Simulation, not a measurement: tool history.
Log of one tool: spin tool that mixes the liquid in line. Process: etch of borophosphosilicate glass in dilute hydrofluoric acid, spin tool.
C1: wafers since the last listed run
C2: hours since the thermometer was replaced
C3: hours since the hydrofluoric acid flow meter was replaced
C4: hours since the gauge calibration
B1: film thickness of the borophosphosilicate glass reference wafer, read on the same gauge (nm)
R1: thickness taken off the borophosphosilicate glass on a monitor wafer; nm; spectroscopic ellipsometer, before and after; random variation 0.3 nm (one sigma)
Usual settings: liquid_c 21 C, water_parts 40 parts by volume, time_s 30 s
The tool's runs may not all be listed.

{"run": 1, "hour": 0.0, "liquid_c": 21, "water_parts": 40, "time_s": 30, "C1": 0, "C2": 1554.9, "C3": 457.1, "C4": 1384.1, "B1": 70.01, "R1": 36.55}
{"run": 2, "hour": 83.1, "liquid_c": 21, "water_parts": 40, "time_s": 30, "C1": 1643, "C2": 1638, "C3": 540.2, "C4": 1467.2, "B1": 70, "R1": 37.13}
{"run": 3, "hour": 150.5, "liquid_c": 21, "water_parts": 40, "time_s": 30, "C1": 1333, "C2": 1705.4, "C3": 607.6, "C4": 1534.6, "B1": 70.01, "R1": 37.2}
{"run": 4, "hour": 214.7, "liquid_c": 21, "water_parts": 40, "time_s": 30, "C1": 1269, "C2": 1769.6, "C3": 671.8, "C4": 1598.8, "B1": 69.99, "R1": 37.86}
{"run": 5, "hour": 267.0, "liquid_c": 21, "water_parts": 40, "time_s": 30, "C1": 1034, "C2": 1821.9, "C3": 724.1, "C4": 1651.1, "B1": 69.99, "R1": 37.18}
{"run": 6, "hour": 304.2, "liquid_c": 21, "water_parts": 40, "time_s": 30, "C1": 735, "C2": 1859.1, "C3": 761.3, "C4": 1688.3, "B1": 69.98, "R1": 37.6}
{"run": 7, "hour": 376.5, "liquid_c": 21, "water_parts": 40, "time_s": 30, "C1": 1430, "C2": 1931.4, "C3": 833.6, "C4": 1760.6, "B1": 70, "R1": 37.46}
{"run": 8, "hour": 474.1, "liquid_c": 21, "water_parts": 40, "time_s": 30, "C1": 1930, "C2": 2029, "C3": 931.2, "C4": 1858.2, "B1": 69.99, "R1": 38.08}
{"run": 9, "hour": 521.7, "liquid_c": 21, "water_parts": 40, "time_s": 30, "C1": 941, "C2": 2076.6, "C3": 978.8, "C4": 1905.8, "B1": 69.96, "R1": 38.09}
{"run": 10, "hour": 573.4, "liquid_c": 21, "water_parts": 40, "time_s": 30, "C1": 1022, "C2": 2128.3, "C3": 1030.5, "C4": 1957.5, "B1": 69.99, "R1": 38.12}
{"hour": 574.7, "done": "gauge calibrated"}
{"run": 11, "hour": 654.5, "liquid_c": 21, "water_parts": 40, "time_s": 30, "C1": 1604, "C2": 2209.4, "C3": 1111.6, "C4": 79.8, "B1": 69.98, "R1": 38.46}
{"run": 12, "hour": 758.9, "liquid_c": 21, "water_parts": 40, "time_s": 30, "C1": 2065, "C2": 2313.8, "C3": 1216, "C4": 184.2, "B1": 70, "R1": 38.47}
{"run": 13, "hour": 859.6, "liquid_c": 21, "water_parts": 40, "time_s": 30, "C1": 1991, "C2": 2414.5, "C3": 1316.7, "C4": 284.9, "B1": 69.99, "R1": 38.85}
{"hour": 863.4, "done": "hydrofluoric acid flow meter replaced"}
{"run": 14, "hour": 962.1, "liquid_c": 21, "water_parts": 40, "time_s": 30, "C1": 2007, "C2": 2517, "C3": 98.7, "C4": 387.4, "B1": 70, "R1": 35.05}
{"run": 15, "hour": 1054.7, "liquid_c": 17, "water_parts": 50, "time_s": 20, "C1": 1831, "C2": 2609.6, "C3": 191.3, "C4": 480, "B1": 70.02, "R1": 15.41}
{"hour": 1094.0, "done": "thermometer replaced"}
{"run": 16, "hour": 1131.1, "liquid_c": 25, "water_parts": 35, "time_s": 30, "C1": 1491, "C2": 37.1, "C3": 267.7, "C4": 556.4, "B1": 70.01, "R1": 51.69}
{"run": 17, "hour": 1222.5, "liquid_c": 21, "water_parts": 40, "time_s": 30, "C1": 1807, "C2": 128.5, "C3": 359.1, "C4": 647.8, "B1": 69.98, "R1": 38.66}
{"run": 18, "hour": 1266.1, "liquid_c": 17, "water_parts": 55, "time_s": 20, "C1": 862, "C2": 172.1, "C3": 402.7, "C4": 691.4, "B1": 70.01, "R1": 15.21}
{"run": 19, "hour": 1304.2, "liquid_c": 23, "water_parts": 60, "time_s": 20, "C1": 753, "C2": 210.2, "C3": 440.8, "C4": 729.5, "B1": 69.98, "R1": 17.92}
{"run": 20, "hour": 1366.1, "liquid_c": 21, "water_parts": 40, "time_s": 30, "C1": 1224, "C2": 272.1, "C3": 502.7, "C4": 791.4, "B1": 69.97, "R1": 37.61}
{"run": 21, "hour": 1448.2, "liquid_c": 24, "water_parts": 40, "time_s": 30, "C1": 1623, "C2": 354.2, "C3": 584.8, "C4": 873.5, "B1": 69.98, "R1": 43.65}
{"run": 22, "hour": 1546.2, "liquid_c": 21, "water_parts": 40, "time_s": 30, "C1": 1938, "C2": 452.2, "C3": 682.8, "C4": 971.5, "B1": 70.01, "R1": 38.29}
{"run": 23, "hour": 1638.0, "liquid_c": 21, "water_parts": 40, "time_s": 15, "C1": 1815, "C2": 544, "C3": 774.6, "C4": 1063.3, "B1": 70.01, "R1": 19.74}
{"run": 24, "hour": 1679.2, "liquid_c": 21, "water_parts": 55, "time_s": 30, "C1": 814, "C2": 585.2, "C3": 815.8, "C4": 1104.5, "B1": 69.99, "R1": 27.69}
{"run": 25, "hour": 1734.0, "liquid_c": 24, "water_parts": 20, "time_s": 30, "C1": 1083, "C2": 640, "C3": 870.6, "C4": 1159.3, "B1": 69.98, "R1": 90.93}

Some steps in R1 between neighbouring runs. How much of each would the tool show without its hidden state too (settings, what came in, random variation), and how much is left for the hidden state, with any gauge scatter that isn't in both results?
The hidden state here: liquid colder than its thermometer reads (K); hydrofluoric acid flow above the setpoint (%); gauge reads high (%).
Run 13 -> 14: hydrofluoric acid flow meter replaced. R1 -3.8 nm: hidden state -3.63, all else -0.17.
Run 15 -> 16: liquid_c 17 -> 25, water_parts 50 -> 35, time_s 20 -> 30, thermometer replaced. R1 +36.28 nm: hidden state +1.84, all else +34.44.
Run 24 -> 25: liquid_c 21 -> 24, water_parts 55 -> 20. R1 +63.24 nm: hidden state +3.06, all else +60.18.
